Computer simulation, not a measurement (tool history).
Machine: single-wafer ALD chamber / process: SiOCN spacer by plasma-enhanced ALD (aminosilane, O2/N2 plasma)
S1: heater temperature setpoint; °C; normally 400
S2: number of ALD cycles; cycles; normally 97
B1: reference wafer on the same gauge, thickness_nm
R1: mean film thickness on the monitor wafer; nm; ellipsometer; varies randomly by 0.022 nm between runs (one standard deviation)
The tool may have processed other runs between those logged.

| run | hour | S1 | S2 | B1 | R1 |
|---|---|---|---|---|---|
| 1 | 0 | 392 | 97 | 6.603 | 6.186 |
| 2 | 42.8 | 392 | 97 | 6.613 | 6.195 |
| 3 | 93.2 | 392 | 97 | 6.613 | 6.236 |
| 4 | 135.3 | 400 | 97 | 6.613 | 6.216 |
| 5 | 348.3 | 400 | 97 | 6.622 | 6.203 |
| 6 | 406 | 400 | 89 | 6.624 | 5.709 |
| 7 | 497.7 | 400 | 89 | 6.625 | 5.745 |
| 8 | 538.9 | 400 | 89 | 6.632 | 5.752 |
| 9 | 609.1 | 397 | 97 | 6.631 | 6.243 |
| 10 | 654.1 | 397 | 97 | 6.629 | 6.27 |
| 11 | 739.2 | 397 | 97 | 6.638 | 6.274 |
| 12 | 805.5 | 400 | 97 | 6.641 | 6.229 |
| 13 | 881.4 | 400 | 97 | 6.644 | 6.214 |
| 14 | 923.8 | 400 | 97 | 6.646 | 6.288 |
| 15 | 972.7 | 388 | 101 | 6.651 | 6.5 |
| 16 | 1016.1 | 400 | 97 | 6.649 | 6.256 |
| 17 | 1071.6 | 400 | 97 | 6.649 | 6.242 |
| 18 | 1142.9 | 400 | 97 | 6.653 | 6.281 |
| 19 | 1246.7 | 400 | 97 | 6.66 | 6.274 |
| 20 | 1307.2 | 394 | 97 | 6.661 | 6.293 |
| 21 | 1385.9 | 394 | 97 | 6.67 | 6.243 |
| 22 | 1679 | 394 | 97 | 6.687 | 6.294 |
|  | 1695.2 | thermocouple changed; heater temperature recalibrated |
| 23 | 1725.6 | 400 | 97 | 6.693 | 6.289 |
| 24 | 1827.7 | 400 | 82 | 6.701 | 5.342 |
| 25 | 1900.4 | 400 | 97 | 6.698 | 6.305 |
| 26 | 1950.4 | 408 | 104 | 6.698 | 6.542 |
| 27 | 2021 | 390 | 112 | 6.711 | 7.274 |
| 28 | 2110.2 | 400 | 97 | 6.711 | 6.327 |
| 29 | 2190.9 | 406 | 109 | 6.717 | 6.982 |

Estimate the outcome of run 30 from the log above:
| 30 | 2252.6 | 387 | 110 | ? | ? |

B1: 6.72
R1: 7.183 nm
Without the tool's hidden state the same run would have given R1 7 nm.

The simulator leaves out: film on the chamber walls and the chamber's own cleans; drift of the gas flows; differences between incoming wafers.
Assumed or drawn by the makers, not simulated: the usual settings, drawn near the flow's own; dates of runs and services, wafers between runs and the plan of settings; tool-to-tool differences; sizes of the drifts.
